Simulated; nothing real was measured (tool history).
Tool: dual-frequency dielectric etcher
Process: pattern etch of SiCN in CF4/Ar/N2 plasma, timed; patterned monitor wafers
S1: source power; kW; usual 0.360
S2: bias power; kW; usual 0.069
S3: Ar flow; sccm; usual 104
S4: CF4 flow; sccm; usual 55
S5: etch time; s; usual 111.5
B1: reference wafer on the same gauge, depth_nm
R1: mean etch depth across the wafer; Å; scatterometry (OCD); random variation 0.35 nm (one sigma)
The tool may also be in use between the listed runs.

run 1 hour=0.0 | S1=0.320 S2=0.069 S3=104 S4=55 S5=102.5 | B1=69.9 | R1=606
run 2 hour=0.4 | S1=0.360 S2=0.084 S3=104 S4=55 S5=123.0 | B1=70.0 | R1=852
-- hour=8.6 Ar flow controller replaced
run 3 hour=14.0 | S1=0.360 S2=0.069 S3=90 S4=55 S5=98.5 | B1=70.0 | R1=658
run 4 hour=20.7 | S1=0.360 S2=0.069 S3=104 S4=55 S5=111.5 | B1=70.1 | R1=735
run 5 hour=38.2 | S1=0.360 S2=0.069 S3=104 S4=66 S5=81.0 | B1=70.0 | R1=550
run 6 hour=46.2 | S1=0.360 S2=0.080 S3=104 S4=55 S5=126.0 | B1=70.1 | R1=859
run 7 hour=62.1 | S1=0.360 S2=0.069 S3=104 S4=55 S5=111.5 | B1=70.1 | R1=733
-- hour=70.9 source power generator calibrated
run 8 hour=73.4 | S1=0.290 S2=0.081 S3=104 S4=55 S5=111.5 | B1=70.0 | R1=631
-- hour=78.9 gauge calibrated
run 9 hour=80.0 | S1=0.360 S2=0.069 S3=104 S4=59 S5=111.5 | B1=69.9 | R1=748
run 10 hour=90.9 | S1=0.320 S2=0.069 S3=104 S4=55 S5=111.5 | B1=69.9 | R1=655
run 11 hour=113.8 | S1=0.270 S2=0.069 S3=120 S4=55 S5=111.5 | B1=70.0 | R1=551
run 12 hour=124.7 | S1=0.360 S2=0.069 S3=115 S4=43 S5=111.5 | B1=70.0 | R1=693
run 13 hour=139.6 | S1=0.360 S2=0.083 S3=129 S4=55 S5=90.5 | B1=70.0 | R1=610
run 14 hour=145.9 | S1=0.420 S2=0.057 S3=104 S4=55 S5=111.5 | B1=70.0 | R1=798
run 15 hour=154.7 | S1=0.360 S2=0.069 S3=104 S4=55 S5=111.5 | B1=69.9 | R1=741
run 16 hour=163.3 | S1=0.440 S2=0.069 S3=127 S4=55 S5=129.0 | B1=70.0 | R1=978
run 17 hour=177.4 | S1=0.310 S2=0.057 S3=114 S4=55 S5=91.5 | B1=70.1 | R1=487
run 18 hour=193.0 | S1=0.360 S2=0.076 S3=104 S4=55 S5=111.5 | B1=70.0 | R1=747
run 19 hour=203.3 | S1=0.360 S2=0.069 S3=104 S4=55 S5=111.5 | B1=69.9 | R1=734
run 20 hour=250.8 | S1=0.360 S2=0.084 S3=104 S4=55 S5=111.5 | B1=70.0 | R1=776
run 21 hour=261.5 | S1=0.360 S2=0.074 S3=104 S4=65 S5=91.0 | B1=70.0 | R1=623
run 22 hour=278.2 | S1=0.360 S2=0.060 S3=127 S4=55 S5=82.0 | B1=69.8 | R1=500
run 23 hour=287.4 | S1=0.360 S2=0.086 S3=104 S4=55 S5=111.5 | B1=70.0 | R1=785

3 ways to go on from here, each from the tool as it stands after run 23. What would each give?
run A hour=287.8 | S1=0.360 S2=0.064 S3=104 S4=55 S5=111.5 | B1=? | R1=?
run B hour=287.8 | S1=0.290 S2=0.083 S3=113 S4=55 S5=86.0 | B1=? | R1=?
run C hour=287.8 | S1=0.360 S2=0.069 S3=104 S4=61 S5=111.5 | B1=? | R1=?

run=A B1=69.9 R1=717
run=B B1=69.9 R1=485
run=C B1=69.9 R1=743
Without the tool's hidden state the same runs would have given:
run=A R1=717
run=B R1=485
run=C R1=743
